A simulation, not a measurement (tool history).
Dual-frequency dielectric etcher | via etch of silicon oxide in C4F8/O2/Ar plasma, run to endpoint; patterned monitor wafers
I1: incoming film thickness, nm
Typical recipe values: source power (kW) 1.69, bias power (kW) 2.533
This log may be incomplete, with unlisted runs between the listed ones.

{"run": 1, "hour": 0.0, "source power (kW)": 1.69, "bias power (kW)": 2.533, "I1": 1135.1, "endpoint time (s)": 205.3}
{"run": 2, "hour": 33.1, "source power (kW)": 1.69, "bias power (kW)": 2.533, "I1": 1158.4, "endpoint time (s)": 208.7}
{"run": 3, "hour": 54.9, "source power (kW)": 1.69, "bias power (kW)": 2.533, "I1": 1144.6, "endpoint time (s)": 202.7}
{"run": 4, "hour": 98.6, "source power (kW)": 1.69, "bias power (kW)": 2.028, "I1": 1134.4, "endpoint time (s)": 216.1}
{"run": 5, "hour": 120.7, "source power (kW)": 1.69, "bias power (kW)": 2.028, "I1": 1146.8, "endpoint time (s)": 219.1}
{"run": 6, "hour": 215.1, "source power (kW)": 1.69, "bias power (kW)": 2.533, "I1": 1151.7, "endpoint time (s)": 205.4}
{"run": 7, "hour": 240.6, "source power (kW)": 1.69, "bias power (kW)": 2.533, "I1": 1150.6, "endpoint time (s)": 202.5}
{"hour": 265.1, "done": "upper electrode replaced"}
{"hour": 300.6, "done": "wet clean of the chamber"}
{"run": 8, "hour": 304.1, "source power (kW)": 1.69, "bias power (kW)": 2.533, "I1": 1147.1, "endpoint time (s)": 199.6}
{"run": 9, "hour": 331.3, "source power (kW)": 1.69, "bias power (kW)": 2.533, "I1": 1141.3, "endpoint time (s)": 197.3}
{"run": 10, "hour": 346.7, "source power (kW)": 1.69, "bias power (kW)": 2.533, "I1": 1148, "endpoint time (s)": 199.2}
{"hour": 355.7, "done": "source power generator calibrated"}
{"run": 11, "hour": 361.9, "source power (kW)": 1.69, "bias power (kW)": 2.533, "I1": 1147, "endpoint time (s)": 199.9}
{"run": 12, "hour": 387.0, "source power (kW)": 1.28, "bias power (kW)": 2.103, "I1": 1144.7, "endpoint time (s)": 228}
{"hour": 421.7, "done": "wet clean of the chamber, repeated, since the last time left the tool worse"}
{"run": 13, "hour": 422.2, "source power (kW)": 1.94, "bias power (kW)": 2.919, "I1": 1154.9, "endpoint time (s)": 193.3}
{"run": 14, "hour": 448.2, "source power (kW)": 1.81, "bias power (kW)": 2.815, "I1": 1143.6, "endpoint time (s)": 197.1}
{"run": 15, "hour": 475.6, "source power (kW)": 1.35, "bias power (kW)": 2.062, "I1": 1140.5, "endpoint time (s)": 235.3}
{"hour": 480.8, "done": "bias power generator calibrated"}
{"run": 16, "hour": 499.1, "source power (kW)": 1.28, "bias power (kW)": 2.995, "I1": 1147.2, "endpoint time (s)": 218.4}
{"run": 17, "hour": 513.7, "source power (kW)": 1.57, "bias power (kW)": 2.346, "I1": 1152.3, "endpoint time (s)": 215.6}
{"run": 18, "hour": 527.6, "source power (kW)": 1.28, "bias power (kW)": 1.965, "I1": 1140.6, "endpoint time (s)": 244.2}
{"run": 19, "hour": 558.2, "source power (kW)": 2.04, "bias power (kW)": 3.126, "I1": 1150.6, "endpoint time (s)": 184.3}
{"run": 20, "hour": 594.2, "source power (kW)": 1.69, "bias power (kW)": 2.533, "I1": 1152.4, "endpoint time (s)": 206.4}
{"run": 21, "hour": 616.8, "source power (kW)": 1.69, "bias power (kW)": 2.533, "I1": 1141.5, "endpoint time (s)": 204.6}
{"run": 22, "hour": 639.5, "source power (kW)": 1.69, "bias power (kW)": 2.965, "I1": 1144, "endpoint time (s)": 197.4}

5 options for the next run, each taken on its own from the tool as it stands now. Forecast them:
{"run": "A", "hour": 640.0, "source power (kW)": 1.69, "bias power (kW)": 2.533, "I1": 1143.2, "endpoint time (s)": "?"}
{"run": "B", "hour": 640.0, "source power (kW)": 2.06, "bias power (kW)": 2.533, "I1": 1143.2, "endpoint time (s)": "?"}
{"run": "C", "hour": 640.0, "source power (kW)": 1.56, "bias power (kW)": 2.293, "I1": 1143.2, "endpoint time (s)": "?"}
{"run": "D", "hour": 640.0, "source power (kW)": 1.49, "bias power (kW)": 3.023, "I1": 1143.2, "endpoint time (s)": "?"}
{"run": "E", "hour": 640.0, "source power (kW)": 2.09, "bias power (kW)": 3.104, "I1": 1143.2, "endpoint time (s)": "?"}

run=A endpoint_time_(s)=205.2
run=B endpoint_time_(s)=191.8
run=C endpoint_time_(s)=216.7
run=D endpoint_time_(s)=203.1
run=E endpoint_time_(s)=180
Without the tool's hidden state the same runs would have given:
run=A endpoint_time_(s)=207.8
run=B endpoint_time_(s)=194.3
run=C endpoint_time_(s)=219.4
run=D endpoint_time_(s)=205.6
run=E endpoint_time_(s)=182.3

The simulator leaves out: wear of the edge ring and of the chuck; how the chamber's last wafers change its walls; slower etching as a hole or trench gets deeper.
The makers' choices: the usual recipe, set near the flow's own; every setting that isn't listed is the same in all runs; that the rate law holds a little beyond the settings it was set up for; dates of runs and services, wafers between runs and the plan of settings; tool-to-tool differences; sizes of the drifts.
